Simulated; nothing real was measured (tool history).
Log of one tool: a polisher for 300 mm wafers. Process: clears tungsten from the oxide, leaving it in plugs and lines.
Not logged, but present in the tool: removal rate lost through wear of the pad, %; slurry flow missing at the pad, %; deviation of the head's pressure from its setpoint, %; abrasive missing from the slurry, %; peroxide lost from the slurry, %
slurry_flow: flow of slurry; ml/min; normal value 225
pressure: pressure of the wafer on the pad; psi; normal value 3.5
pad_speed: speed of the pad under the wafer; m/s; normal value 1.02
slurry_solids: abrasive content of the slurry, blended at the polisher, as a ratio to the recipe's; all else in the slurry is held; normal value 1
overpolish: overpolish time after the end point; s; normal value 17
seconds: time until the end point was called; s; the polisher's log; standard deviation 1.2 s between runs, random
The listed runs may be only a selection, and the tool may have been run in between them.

run	hour	slurry_flow	pressure	pad_speed	slurry_solids	overpolish	wafers since the last listed run	wafers polished on this pad	hours since the slurry nozzle was cleaned	hours since the head pressure was calibrated	hours since the slurry blender was calibrated	hours since the slurry got fresh peroxide	incoming thickness of the incoming film, nm	seconds
1	0	225	3.5	1.02	1	17	0	502	229.8	594.2	318.3	81.3	271.5	63.7
# hour 7.4: slurry tank refilled with fresh slurry and peroxide
2	13.1	225	3.5	1.02	1	17	159	661	242.9	607.3	331.4	5.7	272.5	66.3
3	22.9	225	3.5	1.02	1	17	129	791	252.7	617.1	341.2	15.5	271.6	68.3
4	34	225	3.5	1.02	1	17	146	937	263.8	628.2	352.3	26.6	275.7	68
# hour 42.1: worn pad replaced by a new one
5	43.3	225	3.5	1.02	1	17	69	16	273.1	637.5	361.6	35.9	272	67.7
6	58.1	200	3.5	1.02	1	17	195	211	287.9	652.3	376.4	50.7	268.8	67.2
7	68.9	200	3.5	1.02	1	17	142	353	298.7	663.1	387.2	61.5	272.3	67.6
8	85.4	200	3.5	1.02	1	17	217	571	315.2	679.6	403.7	78	269.1	70.2
9	91.4	260	3.5	1.02	1	17	79	650	321.2	685.6	409.7	84	271.8	68.1
# hour 93.6: slurry tank refilled with fresh slurry and peroxide
# hour 105.4: slurry nozzle cleaned
10	106.6	225	3.5	1.02	0.85	17	174	824	1.2	700.8	424.9	13	269.1	70.3
11	116.9	225	3.5	1.02	0.85	17	135	960	11.5	711.1	435.2	23.3	269.9	72.6

Estimate the outcome of run 12 from the log above:
# hour 122.1: head pressure recalibrated
# hour 122.7: worn pad replaced by a new one
12	130.6	225	3.5	1.02	1	17	146	104	25.2	8.5	448.9	37	270.7	?

Logged for run 12: seconds 68.6 s.
Had the tool carried no hidden state, the very same run would have given seconds 60.3 s.
